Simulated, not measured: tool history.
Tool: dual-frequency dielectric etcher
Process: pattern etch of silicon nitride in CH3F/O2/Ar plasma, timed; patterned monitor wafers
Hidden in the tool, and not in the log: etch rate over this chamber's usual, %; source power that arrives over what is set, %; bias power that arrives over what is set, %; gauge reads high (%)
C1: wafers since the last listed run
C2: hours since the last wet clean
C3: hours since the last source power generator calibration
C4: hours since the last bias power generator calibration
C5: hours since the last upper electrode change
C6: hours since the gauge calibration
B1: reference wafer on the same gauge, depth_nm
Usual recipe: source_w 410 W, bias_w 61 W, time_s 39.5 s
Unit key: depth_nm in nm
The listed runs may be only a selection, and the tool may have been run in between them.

Run 1, day 0: usual settings; C1 0; C2 370.3; C3 4.8; C4 26.8; C5 3913.6; C6 382.2; B1 25.3. Result: depth_nm 25.78 nm.
Run 2, day 0.454: usual settings but source_w 460 W; C1 145; C2 381.2; C3 15.7; C4 37.7; C5 3924.5; C6 393.1; B1 25.29. Result: depth_nm 27.2 nm.
Run 3, day 0.712: usual settings but bias_w 70 W; C1 82; C2 387.4; C3 21.9; C4 43.9; C5 3930.7; C6 399.3; B1 25.32. Result: depth_nm 27.23 nm.
Run 4, day 0.992: usual settings but bias_w 70 W; C1 89; C2 394.1; C3 28.6; C4 50.6; C5 3937.4; C6 406; B1 25.31. Result: depth_nm 27.17 nm.
Run 5, day 2.5: usual settings but bias_w 70 W; C1 482; C2 430.3; C3 64.8; C4 86.8; C5 3973.6; C6 442.2; B1 25.29. Result: depth_nm 27.41 nm.
Run 6, day 3.092: usual settings but source_w 390 W, bias_w 56 W; C1 189; C2 444.5; C3 79; C4 101; C5 3987.8; C6 456.4; B1 25.3. Result: depth_nm 24.19 nm.
Run 7, day 3.708: usual settings but source_w 390 W, bias_w 56 W; C1 197; C2 459.3; C3 93.8; C4 115.8; C5 4002.6; C6 471.2; B1 25.3. Result: depth_nm 24.18 nm.
At day 4.192: gauge calibrated.
At day 5.088: upper electrode replaced.
Run 8, day 5.108: usual settings but source_w 450 W; C1 128; C2 492.9; C3 127.4; C4 149.4; C5 0.5; C6 22; B1 25.29. Result: depth_nm 27.17 nm.
Run 9, day 5.121: usual settings but source_w 490 W, time_s 43 s; C1 4; C2 493.2; C3 127.7; C4 149.7; C5 0.8; C6 22.3; B1 25.32. Result: depth_nm 30.95 nm.
Run 10, day 5.533: usual settings but source_w 360 W, bias_w 68 W, time_s 49 s; C1 132; C2 503.1; C3 137.6; C4 159.6; C5 10.7; C6 32.2; B1 25.3. Result: depth_nm 32.01 nm.
Run 11, day 5.812: usual settings but source_w 380 W; C1 89; C2 509.8; C3 144.3; C4 166.3; C5 17.4; C6 38.9; B1 25.29. Result: depth_nm 25.07 nm.
Run 12, day 6.183: usual settings but source_w 340 W, time_s 29 s; C1 118; C2 518.7; C3 153.2; C4 175.2; C5 26.3; C6 47.8; B1 25.3. Result: depth_nm 17.45 nm.
Run 13, day 6.688: usual settings but bias_w 56 W; C1 161; C2 530.8; C3 165.3; C4 187.3; C5 38.4; C6 59.9; B1 25.31. Result: depth_nm 25.05 nm.
Run 14, day 7.425: usual settings; C1 236; C2 548.5; C3 183; C4 205; C5 56.1; C6 77.6; B1 25.31. Result: depth_nm 26.15 nm.
Run 15, day 8.062: usual settings but source_w 440 W; C1 204; C2 563.8; C3 198.3; C4 220.3; C5 71.4; C6 92.9; B1 25.3. Result: depth_nm 26.92 nm.
Run 16, day 8.421: usual settings but source_w 340 W; C1 114; C2 572.4; C3 206.9; C4 228.9; C5 80; C6 101.5; B1 25.31. Result: depth_nm 23.91 nm.
Run 17, day 8.85: usual settings but time_s 43 s; C1 137; C2 582.7; C3 217.2; C4 239.2; C5 90.3; C6 111.8; B1 25.3. Result: depth_nm 28.62 nm.
At day 9.862: wet clean of the chamber.
Run 18, day 9.883: usual settings but source_w 330 W; C1 10; C2 0.5; C3 242; C4 264; C5 115.1; C6 136.6; B1 25.29. Result: depth_nm 22.3 nm.
Run 19, day 9.925: usual settings; C1 13; C2 1.5; C3 243; C4 265; C5 116.1; C6 137.6; B1 25.31. Result: depth_nm 24.66 nm.
Run 20, day 10.55: usual settings but source_w 320 W, bias_w 73 W, time_s 36 s; C1 200; C2 16.5; C3 258; C4 280; C5 131.1; C6 152.6; B1 25.3. Result: depth_nm 21.58 nm.
Run 21, day 11.283: usual settings but bias_w 55 W, time_s 34 s; C1 234; C2 34.1; C3 275.6; C4 297.6; C5 148.7; C6 170.2; B1 25.3. Result: depth_nm 20.26 nm.
Run 22, day 11.896: usual settings but time_s 50 s; C1 196; C2 48.8; C3 290.3; C4 312.3; C5 163.4; C6 184.9; B1 25.29. Result: depth_nm 31.53 nm.
Run 23, day 12.208: usual settings but source_w 450 W, time_s 28 s; C1 100; C2 56.3; C3 297.8; C4 319.8; C5 170.9; C6 192.4; B1 25.32. Result: depth_nm 18.39 nm.
Run 24, day 12.633: usual settings but source_w 340 W, bias_w 76 W, time_s 49.5 s; C1 136; C2 66.5; C3 308; C4 330; C5 181.1; C6 202.6; B1 25.31. Result: depth_nm 31.63 nm.
Run 25, day 12.908: usual settings; C1 88; C2 73.1; C3 314.6; C4 336.6; C5 187.7; C6 209.2; B1 25.31. Result: depth_nm 24.7 nm.
Run 26, day 13.183: usual settings; C1 88; C2 79.7; C3 321.2; C4 343.2; C5 194.3; C6 215.8; B1 25.31. Result: depth_nm 24.93 nm.
Run 27, day 13.575: usual settings; C1 125; C2 89.1; C3 330.6; C4 352.6; C5 203.7; C6 225.2; B1 25.3. Result: depth_nm 24.86 nm.
Run 28, day 14.125: usual settings but source_w 320 W, bias_w 50 W, time_s 27.5 s; C1 176; C2 102.3; C3 343.8; C4 365.8; C5 216.9; C6 238.4; B1 25.28. Result: depth_nm 14 nm.
Run 29, day 14.779: usual settings but source_w 510 W, bias_w 69 W; C1 209; C2 118; C3 359.5; C4 381.5; C5 232.6; C6 254.1; B1 25.29. Result: depth_nm 29.13 nm.

5 options for the next run, each taken on its own from the tool as it stands now. Forecast them:
Run A, day 14.796: usual settings but bias_w 51 W; C1 5; C2 118.4; C3 359.9; C4 381.9; C5 233; C6 254.5; B1 ?. Result: depth_nm ?.
Run B, day 14.796: usual settings but time_s 45 s; C1 5; C2 118.4; C3 359.9; C4 381.9; C5 233; C6 254.5; B1 ?. Result: depth_nm ?.
Run C, day 14.796: usual settings but source_w 350 W; C1 5; C2 118.4; C3 359.9; C4 381.9; C5 233; C6 254.5; B1 ?. Result: depth_nm ?.
Run D, day 14.796: usual settings but source_w 370 W, time_s 51 s; C1 5; C2 118.4; C3 359.9; C4 381.9; C5 233; C6 254.5; B1 ?. Result: depth_nm ?.
Run E, day 14.796: usual settings but source_w 360 W, bias_w 53 W, time_s 30 s; C1 5; C2 118.4; C3 359.9; C4 381.9; C5 233; C6 254.5; B1 ?. Result: depth_nm ?.

run     B1  depth_nm
  A  25.29     22.99
  B  25.29     28.46
  C  25.29     23.11
  D  25.29     30.67
  E  25.29     16.66
With no hidden state in the tool, these same runs would have given:
run  depth_nm
  A     22.59
  B     27.96
  C     22.71
  D     30.14
  E     16.37
